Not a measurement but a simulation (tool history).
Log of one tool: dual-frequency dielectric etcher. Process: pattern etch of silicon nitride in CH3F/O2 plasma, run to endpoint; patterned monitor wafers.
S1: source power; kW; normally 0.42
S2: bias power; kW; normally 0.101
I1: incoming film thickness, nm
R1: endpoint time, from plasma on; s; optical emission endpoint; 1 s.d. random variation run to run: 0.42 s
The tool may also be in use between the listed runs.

| run | day | S1 | S2 | I1 | R1 |
|---|---|---|---|---|---|
| 1 | 0 | 0.42 | 0.101 | 75.8 | 81.3 |
| 2 | 1.092 | 0.42 | 0.101 | 76.3 | 81.6 |
| 3 | 2.933 | 0.42 | 0.101 | 76.1 | 81.5 |
| 4 | 3.95 | 0.42 | 0.101 | 75.9 | 81.1 |
| 5 | 5.983 | 0.42 | 0.101 | 75.6 | 80.3 |
|  | 7.371 | wet clean of the chamber |
| 6 | 8.062 | 0.45 | 0.101 | 77.1 | 81.5 |
| 7 | 9.908 | 0.45 | 0.101 | 75.7 | 80.1 |
| 8 | 11.646 | 0.45 | 0.101 | 75.9 | 79.9 |
| 9 | 12.75 | 0.42 | 0.101 | 76.4 | 82.9 |
| 10 | 15.658 | 0.42 | 0.101 | 75.9 | 81.5 |
| 11 | 18.038 | 0.42 | 0.101 | 76.1 | 80.8 |
| 12 | 19.342 | 0.42 | 0.101 | 75.8 | 81.3 |
| 13 | 21.438 | 0.42 | 0.101 | 75.1 | 79.9 |
| 14 | 22.917 | 0.42 | 0.101 | 76.3 | 81.4 |
| 15 | 25.688 | 0.44 | 0.113 | 76 | 74.7 |
| 16 | 27.329 | 0.42 | 0.101 | 75.8 | 80.9 |
| 17 | 28.608 | 0.42 | 0.101 | 75.7 | 80.6 |
| 18 | 29.775 | 0.42 | 0.111 | 76.5 | 77.3 |
|  | 30.975 | wet clean of the chamber |
| 19 | 31.367 | 0.36 | 0.077 | 75.8 | 102.8 |
| 20 | 33.242 | 0.51 | 0.112 | 75.2 | 71.3 |
| 21 | 35.846 | 0.51 | 0.09 | 75.7 | 80.5 |
| 22 | 38.146 | 0.47 | 0.124 | 75.6 | 69.9 |
| 23 | 39.875 | 0.35 | 0.108 | 75.3 | 85.3 |
| 24 | 40.962 | 0.46 | 0.117 | 75.4 | 72.1 |
|  | 41.25 | bias power generator calibrated |
|  | 42.979 | upper electrode replaced |
| 25 | 43 | 0.46 | 0.094 | 76.1 | 81.8 |
|  | 43.4 | source power generator calibrated |
| 26 | 43.488 | 0.42 | 0.101 | 75.2 | 80.9 |
| 27 | 45.633 | 0.42 | 0.101 | 75.9 | 81.5 |
| 28 | 48.512 | 0.42 | 0.101 | 76.2 | 81.7 |
|  | 49.733 | wet clean of the chamber |
| 29 | 50.896 | 0.36 | 0.093 | 74.9 | 90.7 |
| 30 | 52.204 | 0.49 | 0.101 | 75.5 | 76.2 |
| 31 | 54.921 | 0.38 | 0.094 | 75.1 | 87.4 |

Alternative continuations, all from the tool just after run 31; predict every row:
| A | 54.942 | 0.42 | 0.081 | 76.1 | ? |
| B | 54.942 | 0.37 | 0.079 | 76.1 | ? |
| C | 54.942 | 0.42 | 0.115 | 76.1 | ? |
| D | 54.942 | 0.33 | 0.115 | 76.1 | ? |

| run | R1 |
|---|---|
| A | 92.7 |
| B | 99.4 |
| C | 76.9 |
| D | 85.3 |
Stripped of hidden state, with their random variation kept, the same runs would have yielded:
| run | R1 |
|---|---|
| A | 93.6 |
| B | 100.3 |
| C | 77.7 |
| D | 86.1 |

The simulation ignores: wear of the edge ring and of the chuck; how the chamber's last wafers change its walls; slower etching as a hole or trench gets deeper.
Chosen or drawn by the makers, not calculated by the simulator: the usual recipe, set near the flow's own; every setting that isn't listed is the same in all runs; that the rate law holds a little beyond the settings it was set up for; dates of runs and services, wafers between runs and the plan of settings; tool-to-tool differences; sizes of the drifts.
